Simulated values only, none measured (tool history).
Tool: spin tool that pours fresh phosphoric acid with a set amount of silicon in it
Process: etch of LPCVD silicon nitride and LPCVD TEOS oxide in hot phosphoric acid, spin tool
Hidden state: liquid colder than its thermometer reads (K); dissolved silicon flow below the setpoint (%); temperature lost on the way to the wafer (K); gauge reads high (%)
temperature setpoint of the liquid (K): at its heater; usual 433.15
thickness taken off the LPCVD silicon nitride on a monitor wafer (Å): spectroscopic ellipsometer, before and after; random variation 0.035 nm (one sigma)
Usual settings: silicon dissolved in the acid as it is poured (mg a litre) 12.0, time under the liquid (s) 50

run,hour,temperature setpoint of the liquid (K),silicon dissolved in the acid as it is poured (mg a litre),time under the liquid (s),wafers since the last listed run,hours since the thermometer was replaced,hours since the dissolved silicon flow meter was replaced,hours since the heated supply line was repaired,hours since the gauge calibration,"read-back film thickness of the LPCVD silicon nitride reference wafer, read on the same gauge (nm)",thickness taken off the LPCVD silicon nitride on a monitor wafer (Å)
1,0.0,433.15,12.0,50,0,2098.6,1745.1,344.6,628.2,110.003,41.40
2,56.0,433.15,12.0,50,781,2154.6,1801.1,400.6,684.2,109.974,41.82
3,150.3,433.15,12.0,50,1316,2248.9,1895.4,494.9,778.5,110.002,41.56
4,230.6,433.15,12.0,50,1120,2329.2,1975.7,575.2,858.8,109.955,40.90
5,331.3,433.15,12.0,50,1405,2429.9,2076.4,675.9,959.5,110.043,41.02
# hour 373.4: gauge calibrated
6,389.5,433.15,12.0,50,812,2488.1,2134.6,734.1,16.1,110.028,40.76
7,436.1,433.15,12.0,50,650,2534.7,2181.2,780.7,62.7,109.992,40.16
# hour 479.4: thermometer replaced
8,515.8,433.15,12.0,50,1098,36.4,2260.9,860.4,142.4,109.997,45.03
9,592.8,434.15,12.0,60,1074,113.4,2337.9,937.4,219.4,110.006,56.53
10,629.9,433.15,12.0,35,517,150.5,2375.0,974.5,256.5,109.979,31.39
# hour 701.7: heated supply line repaired
# hour 703.0: dissolved silicon flow meter replaced
11,706.8,433.15,12.0,75,1045,227.4,3.8,5.1,333.4,110.005,65.82
12,762.0,432.15,12.0,60,770,282.6,59.0,60.3,388.6,109.985,51.92
13,810.1,436.15,17.5,25,671,330.7,107.1,108.4,436.7,109.998,24.30
14,857.6,434.15,12.0,50,662,378.2,154.6,155.9,484.2,110.008,45.91

The next listed run, before its measurement:
15,900.3,432.15,12.0,60,595,420.9,197.3,198.6,526.9,?,?

Run 15 gave read-back film thickness of the LPCVD silicon nitride reference wafer, read on the same gauge (nm) 110.004, thickness taken off the LPCVD silicon nitride on a monitor wafer (Å) 51.27.
Without the tool's hidden state the same run would have given thickness taken off the LPCVD silicon nitride on a monitor wafer (Å) 52.19.
